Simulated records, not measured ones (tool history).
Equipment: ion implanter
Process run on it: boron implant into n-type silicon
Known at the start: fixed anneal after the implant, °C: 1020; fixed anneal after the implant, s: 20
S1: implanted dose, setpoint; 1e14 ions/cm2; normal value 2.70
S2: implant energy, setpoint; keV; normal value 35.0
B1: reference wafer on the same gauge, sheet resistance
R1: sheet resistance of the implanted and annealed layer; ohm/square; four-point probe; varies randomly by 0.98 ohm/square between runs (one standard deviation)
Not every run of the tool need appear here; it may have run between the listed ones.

run 1 day=0.000 | S1=2.70 S2=35.0 | B1=314.13 | R1=374.46
run 2 day=0.712 | S1=2.70 S2=35.0 | B1=314.30 | R1=372.44
run 3 day=1.167 | S1=3.01 S2=32.0 | B1=314.51 | R1=345.89
run 4 day=1.629 | S1=3.01 S2=32.0 | B1=314.15 | R1=342.80
run 5 day=2.083 | S1=3.01 S2=32.0 | B1=314.24 | R1=345.30
run 6 day=2.579 | S1=2.94 S2=27.0 | B1=314.33 | R1=360.16
run 7 day=2.921 | S1=2.94 S2=27.0 | B1=314.11 | R1=358.02
run 8 day=3.408 | S1=2.89 S2=35.0 | B1=313.86 | R1=354.24
run 9 day=4.788 | S1=2.70 S2=35.0 | B1=313.88 | R1=371.78
run 10 day=5.096 | S1=2.70 S2=35.0 | B1=313.75 | R1=372.14
run 11 day=5.588 | S1=2.88 S2=26.0 | B1=313.62 | R1=364.50
run 12 day=6.146 | S1=2.88 S2=26.0 | B1=314.32 | R1=351.52
run 13 day=6.312 | S1=2.88 S2=26.0 | B1=314.11 | R1=349.97
run 14 day=6.954 | S1=2.17 S2=25.5 | B1=313.83 | R1=441.63
run 15 day=7.396 | S1=2.17 S2=25.5 | B1=314.18 | R1=440.37
run 16 day=9.592 | S1=2.17 S2=25.5 | B1=314.09 | R1=444.02
run 17 day=10.158 | S1=2.70 S2=35.0 | B1=313.98 | R1=361.14
run 18 day=10.904 | S1=2.70 S2=39.5 | B1=314.04 | R1=354.58
run 19 day=11.192 | S1=2.11 S2=29.5 | B1=313.96 | R1=446.21
run 20 day=11.925 | S1=2.01 S2=25.5 | B1=313.84 | R1=476.58
run 21 day=12.638 | S1=2.70 S2=40.0 | B1=314.19 | R1=356.04
run 22 day=13.071 | S1=2.70 S2=35.0 | B1=313.68 | R1=362.48
run 23 day=13.683 | S1=3.03 S2=40.0 | B1=314.36 | R1=325.69
run 24 day=14.258 | S1=2.70 S2=35.0 | B1=314.41 | R1=362.41
run 25 day=15.883 | S1=2.70 S2=35.0 | B1=313.68 | R1=364.14
run 26 day=16.275 | S1=2.38 S2=25.5 | B1=313.95 | R1=416.58
run 27 day=16.971 | S1=2.70 S2=43.0 | B1=314.27 | R1=354.37
run 28 day=17.300 | S1=2.70 S2=35.0 | B1=314.17 | R1=364.84
run 29 day=17.933 | S1=3.11 S2=38.5 | B1=313.45 | R1=322.48
run 30 day=18.204 | S1=3.23 S2=46.5 | B1=313.81 | R1=306.03
run 31 day=18.646 | S1=2.45 S2=39.5 | B1=313.81 | R1=387.15
run 32 day=18.904 | S1=3.12 S2=26.5 | B1=313.88 | R1=334.94
run 33 day=19.283 | S1=3.01 S2=29.5 | B1=314.18 | R1=340.79
run 34 day=19.762 | S1=3.48 S2=43.5 | B1=313.82 | R1=291.60

Not shown here: 3 entries made in the log between runs. Locate each between two listed runs and compare the hidden state at the listed run before it with the hidden state at the listed run after it:
Runs 11 to 12: Faraday cup replaced and dose calibrated (day 6.125)
  deviation of the true dose from the Faraday cup's reading, %: -4.83 -> 0.279
  the result without the hidden state subtracted from the measured one, R1: +14.20 -> -0.79 ohm/square
Runs 17 to 18: gauge calibrated (day 10.646)
  deviation of the true dose from the Faraday cup's reading, %: -0.702 -> -0.863
  the result without the hidden state subtracted from the measured one, R1: +2.00 -> +2.40 ohm/square
Runs 24 to 25: extraction supply calibrated (day 14.792)
  deviation of the true dose from the Faraday cup's reading, %: -1.52 -> -1.79
  the result without the hidden state subtracted from the measured one, R1: +4.34 -> +5.17 ohm/square
